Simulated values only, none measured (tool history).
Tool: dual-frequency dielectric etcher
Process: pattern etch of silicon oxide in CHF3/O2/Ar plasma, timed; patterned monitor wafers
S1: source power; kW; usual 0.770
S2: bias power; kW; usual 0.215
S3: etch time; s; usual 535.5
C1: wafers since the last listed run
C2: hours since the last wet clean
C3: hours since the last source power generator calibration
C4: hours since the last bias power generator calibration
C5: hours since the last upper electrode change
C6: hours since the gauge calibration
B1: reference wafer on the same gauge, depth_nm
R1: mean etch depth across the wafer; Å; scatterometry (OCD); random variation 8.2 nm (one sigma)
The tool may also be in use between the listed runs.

run 1 day=0.000 | S1=0.770 S2=0.215 S3=535.5 | C1=0 C2=414.0 C3=1378.4 C4=2901.6 C5=4813.8 C6=939.6 | B1=1151.7 | R1=12385
-- day=7.867 bias power generator calibrated
-- day=8.358 wet clean of the chamber
run 2 day=9.729 | S1=0.770 S2=0.215 S3=535.5 | C1=786 C2=32.9 C3=1611.9 C4=44.7 C5=5047.3 C6=1173.1 | B1=1149.8 | R1=12343
run 3 day=13.125 | S1=0.770 S2=0.215 S3=535.5 | C1=294 C2=114.4 C3=1693.4 C4=126.2 C5=5128.8 C6=1254.6 | B1=1152.4 | R1=12182
-- day=14.633 source power generator calibrated
run 4 day=17.308 | S1=0.770 S2=0.215 S3=535.5 | C1=348 C2=214.8 C3=64.2 C4=226.6 C5=5229.2 C6=1355.0 | B1=1148.4 | R1=12347
run 5 day=23.508 | S1=0.770 S2=0.215 S3=535.5 | C1=537 C2=363.6 C3=213.0 C4=375.4 C5=5378.0 C6=1503.8 | B1=1150.1 | R1=12357
run 6 day=27.417 | S1=0.770 S2=0.215 S3=535.5 | C1=338 C2=457.4 C3=306.8 C4=469.2 C5=5471.8 C6=1597.6 | B1=1151.0 | R1=12341
run 7 day=31.658 | S1=0.770 S2=0.215 S3=535.5 | C1=367 C2=559.2 C3=408.6 C4=571.0 C5=5573.6 C6=1699.4 | B1=1148.9 | R1=12273
-- day=33.475 wet clean of the chamber
run 8 day=35.412 | S1=0.770 S2=0.215 S3=535.5 | C1=238 C2=46.5 C3=498.7 C4=661.1 C5=5663.7 C6=1789.5 | B1=1150.5 | R1=12204
run 9 day=38.838 | S1=0.770 S2=0.215 S3=535.5 | C1=296 C2=128.7 C3=580.9 C4=743.3 C5=5745.9 C6=1871.7 | B1=1153.5 | R1=12202
run 10 day=42.867 | S1=0.770 S2=0.248 S3=535.5 | C1=349 C2=225.4 C3=677.6 C4=840.0 C5=5842.6 C6=1968.4 | B1=1151.4 | R1=13203
run 11 day=45.404 | S1=0.770 S2=0.215 S3=535.5 | C1=219 C2=286.3 C3=738.5 C4=900.9 C5=5903.5 C6=2029.3 | B1=1148.5 | R1=12394
run 12 day=49.721 | S1=0.770 S2=0.215 S3=535.5 | C1=374 C2=389.9 C3=842.1 C4=1004.5 C5=6007.1 C6=2132.9 | B1=1149.7 | R1=12447
-- day=50.746 upper electrode replaced
run 13 day=54.142 | S1=0.770 S2=0.215 S3=535.5 | C1=296 C2=496.0 C3=948.2 C4=1110.6 C5=81.5 C6=2239.0 | B1=1151.2 | R1=12250
run 14 day=57.479 | S1=0.630 S2=0.215 S3=591.0 | C1=289 C2=576.1 C3=1028.3 C4=1190.7 C5=161.6 C6=2319.1 | B1=1152.4 | R1=12547
run 15 day=61.108 | S1=0.850 S2=0.242 S3=583.0 | C1=314 C2=663.2 C3=1115.4 C4=1277.8 C5=248.7 C6=2406.2 | B1=1150.2 | R1=14935
-- day=64.450 gauge calibrated
run 16 day=64.929 | S1=0.870 S2=0.190 S3=535.5 | C1=331 C2=754.9 C3=1207.1 C4=1369.5 C5=340.4 C6=11.5 | B1=1152.6 | R1=12045
-- day=66.442 wet clean of the chamber
run 17 day=67.992 | S1=0.770 S2=0.215 S3=535.5 | C1=178 C2=37.2 C3=1280.6 C4=1443.0 C5=413.9 C6=85.0 | B1=1148.8 | R1=12408

The next listed run, before its measurement:
run 18 day=71.792 | S1=0.770 S2=0.215 S3=535.5 | C1=329 C2=128.4 C3=1371.8 C4=1534.2 C5=505.1 C6=176.2 | B1=? | R1=?

{"run 18": {"B1": 1149.9, "R1": 12378}}
Without the tool's hidden state the same run would have given R1 12378 Å.
